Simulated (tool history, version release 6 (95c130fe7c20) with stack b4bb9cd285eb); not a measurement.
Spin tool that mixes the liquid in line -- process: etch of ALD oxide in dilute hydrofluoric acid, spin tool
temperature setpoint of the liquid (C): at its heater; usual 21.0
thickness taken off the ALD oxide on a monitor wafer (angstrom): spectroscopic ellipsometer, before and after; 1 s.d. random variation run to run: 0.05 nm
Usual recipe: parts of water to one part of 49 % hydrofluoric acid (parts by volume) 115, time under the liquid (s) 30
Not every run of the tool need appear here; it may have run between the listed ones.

run	day	temperature setpoint of the liquid (C)	parts of water to one part of 49 % hydrofluoric acid (parts by volume)	time under the liquid (s)	read-back film thickness of the ALD oxide reference wafer, read on the same gauge (nm)	thickness taken off the ALD oxide on a monitor wafer (angstrom)
1	0.000	21.0	95	30	150.01	76.6
2	2.033	21.0	95	30	150.02	77.9
3	7.154	21.0	95	30	149.97	80.1
4	10.042	21.0	115	30	150.00	66.6
5	11.262	21.0	115	30	149.99	66.5
6	13.475	21.0	115	30	150.02	67.0
7	14.904	21.0	115	30	150.02	67.4
8	16.696	24.5	140	30	149.99	63.8
9	19.329	24.5	140	30	149.97	64.3
10	20.679	21.0	115	30	149.99	64.1
11	22.292	21.0	115	30	149.95	65.0
12	23.962	21.0	115	30	150.02	64.7
13	25.538	23.0	160	20	149.99	32.6
14	28.200	17.5	85	50	149.99	134.6
15	30.608	23.0	130	20	150.02	42.5
16	33.150	21.0	55	45	149.99	231.7
17	35.746	21.0	115	30	150.03	60.1
18	37.171	17.0	140	30	150.06	41.4
19	39.938	21.0	75	30	150.01	91.2
20	41.900	21.0	115	30	150.00	57.0
21	43.625	21.0	115	45	150.00	88.2
22	46.296	19.0	155	20	150.02	26.0
23	48.204	21.0	90	30	149.93	78.9
24	50.183	21.0	150	30	149.95	44.6
25	51.412	26.0	75	15	150.04	59.5

Removed from this log: 4 entries logged between the listed runs. Between which two listed runs does each belong, and how does the tool's hidden state at the listed run before it compare with that at the listed run after it?
Run 7 -> run 8: gauge calibrated (day 16.367)
  liquid hotter than its thermometer reads (K): 2.16 -> 2.37; hydrofluoric acid flow above the setpoint (%): 11 -> 11.3
  measured result minus the result with no hidden state, thickness taken off the ALD oxide on a monitor wafer (angstrom): +12.5 -> +12.3
Run 9 -> run 10: thermometer replaced (day 19.754)
  liquid hotter than its thermometer reads (K): 2.68 -> 0.328; hydrofluoric acid flow above the setpoint (%): 11.6 -> 11.8
  measured result minus the result with no hidden state, thickness taken off the ALD oxide on a monitor wafer (angstrom): +13.2 -> +8.3
Run 16 -> run 17: hydrofluoric acid flow meter replaced (day 34.521)
  liquid hotter than its thermometer reads (K): 1.81 -> 2.12; hydrofluoric acid flow above the setpoint (%): 13.4 -> 0.486
  measured result minus the result with no hidden state, thickness taken off the ALD oxide on a monitor wafer (angstrom): +43.8 -> +5.2
Run 18 -> run 19: thermometer replaced (day 38.100)
  liquid hotter than its thermometer reads (K): 2.29 -> 0.298; hydrofluoric acid flow above the setpoint (%): 0.669 -> 1.02
  measured result minus the result with no hidden state, thickness taken off the ALD oxide on a monitor wafer (angstrom): +3.9 -> +2.1
